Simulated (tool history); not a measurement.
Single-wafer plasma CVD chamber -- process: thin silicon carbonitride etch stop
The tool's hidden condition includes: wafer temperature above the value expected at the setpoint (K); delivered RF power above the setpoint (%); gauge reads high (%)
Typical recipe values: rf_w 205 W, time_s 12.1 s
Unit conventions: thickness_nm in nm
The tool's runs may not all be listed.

run	hour	rf_w	time_s	wafers since the last listed run	hours since the last thermocouple change	hours since the last RF generator calibration	hours since the showerhead was replaced	hours since the gauge calibration	read-back reference wafer on the same gauge, thickness_nm	thickness_nm
1	0	205	12.1	0	909.9	1451.3	4847	1598	7.975	6.707
# hour 58.4: gauge calibrated
2	94.4	205	12.1	2806	1004.3	1545.7	4941.4	36	8.435	7.051
3	158.9	205	12.1	1917	1068.8	1610.2	5005.9	100.5	8.411	7.082
4	231.6	205	12.9	2161	1141.5	1682.9	5078.6	173.2	8.396	7.548
5	291.7	205	12.6	1786	1201.6	1743	5138.7	233.3	8.392	7.284
6	362.4	205	13.3	2102	1272.3	1813.7	5209.4	304	8.351	7.77
7	411.9	205	13.3	1471	1321.8	1863.2	5258.9	353.5	8.35	7.651
8	490.2	205	12.1	2327	1400.1	1941.5	5337.2	431.8	8.327	6.932
9	589	205	12.1	2937	1498.9	2040.3	5436	530.6	8.294	6.972
10	625.7	205	12.1	1091	1535.6	2077	5472.7	567.3	8.293	6.92
11	816.1	205	12.1	5660	1726	2267.4	5663.1	757.7	8.236	6.952
12	927.9	205	12.1	3324	1837.8	2379.2	5774.9	869.5	8.202	6.902
13	1026.1	175	12.1	2919	1936	2477.4	5873.1	967.7	8.162	6.625
# hour 1061.3: showerhead replaced
14	1063	175	12.1	859	1972.9	2514.3	1.7	1004.6	8.185	6.663
15	1127.7	175	12.1	1923	2037.6	2579	66.4	1069.3	8.152	6.6
16	1224	205	12.1	2863	2133.9	2675.3	162.7	1165.6	8.126	6.785
# hour 1281.6: RF generator calibrated
17	1319.3	175	14.2	2595	2229.2	37.7	258	1260.9	8.099	7.698
18	1382	205	12.1	1864	2291.9	100.4	320.7	1323.6	8.096	6.764
19	1471	170	12.8	2646	2380.9	189.4	409.7	1412.6	8.058	6.882
20	1545.8	165	12.8	2223	2455.7	264.2	484.5	1487.4	8.042	6.859
21	1611.8	205	10.4	1962	2521.7	330.2	550.5	1553.4	8.019	5.762
# hour 1620.8: thermocouple changed; heater temperature recalibrated
22	1716.1	205	12.1	2863	95.3	434.5	654.8	1657.7	7.983	6.736
# hour 1757.3: gauge calibrated
23	1787.4	175	12.1	2119	166.6	505.8	726.1	30.1	8.4	6.781
24	1873.3	220	14.5	2553	252.5	591.7	812	116	8.38	8.507
25	1927.3	230	10.4	1605	306.5	645.7	866	170	8.377	6.262
26	1969.7	240	12.1	1260	348.9	688.1	908.4	212.4	8.361	7.267
27	2066	205	12.1	2863	445.2	784.4	1004.7	308.7	8.327	7.003
28	2145	170	11.2	2348	524.2	863.4	1083.7	387.7	8.296	6.166
29	2225.3	205	12.1	2387	604.5	943.7	1164	468	8.307	6.948
30	2262.5	205	9.9	1106	641.7	980.9	1201.2	505.2	8.273	5.672

Here are 3 independent what-if runs from the current tool condition. What would each one return?
A	2262.9	205	12.1	11	642.1	981.3	1201.6	505.6	?	?
B	2262.9	165	10.7	11	642.1	981.3	1201.6	505.6	?	?
C	2262.9	180	11.1	11	642.1	981.3	1201.6	505.6	?	?

run	read-back reference wafer on the same gauge, thickness_nm	thickness_nm
A	8.275	6.95
B	8.275	5.853
C	8.275	6.19
Take away the tool's hidden state, keep each run's random variation, and the runs would have read:
run	thickness_nm
A	7.06
B	5.946
C	6.288
